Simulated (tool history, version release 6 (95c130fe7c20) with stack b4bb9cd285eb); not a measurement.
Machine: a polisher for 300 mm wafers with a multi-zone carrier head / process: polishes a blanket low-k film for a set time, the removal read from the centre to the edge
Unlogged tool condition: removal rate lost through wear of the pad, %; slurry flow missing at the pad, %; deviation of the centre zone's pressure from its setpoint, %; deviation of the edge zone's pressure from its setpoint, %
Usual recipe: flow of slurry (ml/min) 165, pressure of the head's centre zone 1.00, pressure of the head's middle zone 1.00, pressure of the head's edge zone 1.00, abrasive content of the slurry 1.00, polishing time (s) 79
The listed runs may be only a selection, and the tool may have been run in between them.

run	hour	flow of slurry (ml/min)	pressure of the head's centre zone	pressure of the head's middle zone	pressure of the head's edge zone	abrasive content of the slurry	polishing time (s)	wafers since the last listed run	wafers polished on this pad	hours since the slurry nozzle was cleaned	hours since the centre zone pressure was calibrated	hours since the edge zone pressure was calibrated	hours since the carrier head's membrane was replaced	incoming thickness of the incoming film, nm	film removed at the wafer's centre (angstrom)	film removed at mid-radius (angstrom)	film removed at the wafer's edge (angstrom)
1	0.0	165	1.00	1.00	1.00	1.00	79	0	42	284.1	512.0	54.8	668.3	447.7	179	170	174
2	42.4	165	1.00	1.00	1.00	1.00	79	248	291	326.5	554.4	97.2	710.7	440.7	177	174	177
3	99.1	125	1.00	1.00	1.00	1.00	79	332	624	383.2	611.1	153.9	767.4	457.0	174	167	171
4	151.5	165	1.00	1.00	1.00	1.00	79	307	932	435.6	663.5	206.3	819.8	446.2	177	173	172
5	192.7	165	1.00	1.00	1.00	1.00	79	241	1174	476.8	704.7	247.5	861.0	451.3	177	172	172
6	259.9	165	1.00	1.00	1.00	1.00	79	394	1568	544.0	771.9	314.7	928.2	441.7	175	171	174
# hour 271.0: worn pad replaced by a new one
# hour 359.0: slurry nozzle cleaned
7	372.0	165	1.00	1.00	1.00	1.00	99	628	587	13.0	884.0	426.8	1040.3	450.4	227	216	218
# hour 415.7: centre zone pressure recalibrated
8	427.5	165	1.00	1.00	0.95	0.90	79	314	901	68.5	11.8	482.3	1095.8	453.7	173	166	162
# hour 437.9: edge zone pressure recalibrated
# hour 482.8: worn pad replaced by a new one
9	496.2	165	1.00	1.00	0.95	0.90	79	368	78	137.2	80.5	58.3	1164.5	449.3	170	166	165
10	546.5	180	1.00	0.88	1.00	0.85	63	295	374	187.5	130.8	108.6	1214.8	451.1	132	115	131
11	592.3	165	1.00	1.00	1.00	1.00	79	268	643	233.3	176.6	154.4	1260.6	448.2	175	175	175
12	659.0	165	1.00	1.00	1.00	1.00	79	391	1034	300.0	243.3	221.1	1327.3	444.9	182	171	171
# hour 699.2: worn pad replaced by a new one
13	727.9	165	1.03	1.00	1.05	1.10	95	381	168	368.9	312.2	290.0	1396.2	455.8	231	212	223
# hour 739.9: carrier head's membrane replaced by a new one
14	764.3	165	1.00	1.00	1.00	1.00	60	184	353	405.3	348.6	326.4	24.4	449.9	138	132	134
15	824.9	165	1.00	1.00	1.00	0.90	79	355	708	465.9	409.2	387.0	85.0	448.7	170	167	166
16	878.1	165	1.00	1.00	0.92	1.00	79	312	1021	519.1	462.4	440.2	138.2	443.2	175	174	172
# hour 919.1: worn pad replaced by a new one
17	919.6	165	1.00	1.00	1.00	1.00	79	220	2	560.6	503.9	481.7	179.7	450.9	178	170	175
18	980.2	225	1.06	0.91	1.00	1.00	101	355	358	621.2	564.5	542.3	240.3	447.2	256	209	231
19	1019.7	165	1.00	1.00	0.91	1.00	79	231	590	660.7	604.0	581.8	279.8	455.2	182	174	165
# hour 1051.4: edge zone pressure recalibrated
20	1061.6	165	1.00	1.00	0.89	1.00	79	234	824	702.6	645.9	10.2	321.7	454.2	178	168	164
21	1090.4	185	1.00	1.00	1.11	1.00	79	169	993	731.4	674.7	39.0	350.5	450.7	181	177	182

Alternative continuations, all from the tool just after run 21; predict every row:
A	1090.8	165	1.00	1.00	1.00	1.00	79	2	996	731.8	675.1	39.4	350.9	455.9	?	?	?
B	1090.8	165	1.00	1.00	1.11	1.00	53	2	996	731.8	675.1	39.4	350.9	455.9	?	?	?
C	1090.8	165	0.90	1.00	1.00	1.20	79	2	996	731.8	675.1	39.4	350.9	455.9	?	?	?
D	1090.8	190	1.08	1.00	1.00	1.00	79	2	996	731.8	675.1	39.4	350.9	455.9	?	?	?

run	film removed at the wafer's centre (angstrom)	film removed at mid-radius (angstrom)	film removed at the wafer's edge (angstrom)
A	179	170	177
B	120	114	123
C	172	181	189
D	196	172	179
Without the tool's hidden state the same runs would have given:
run	film removed at the wafer's centre (angstrom)	film removed at mid-radius (angstrom)	film removed at the wafer's edge (angstrom)
A	179	170	177
B	120	114	123
C	172	181	189
D	196	172	179
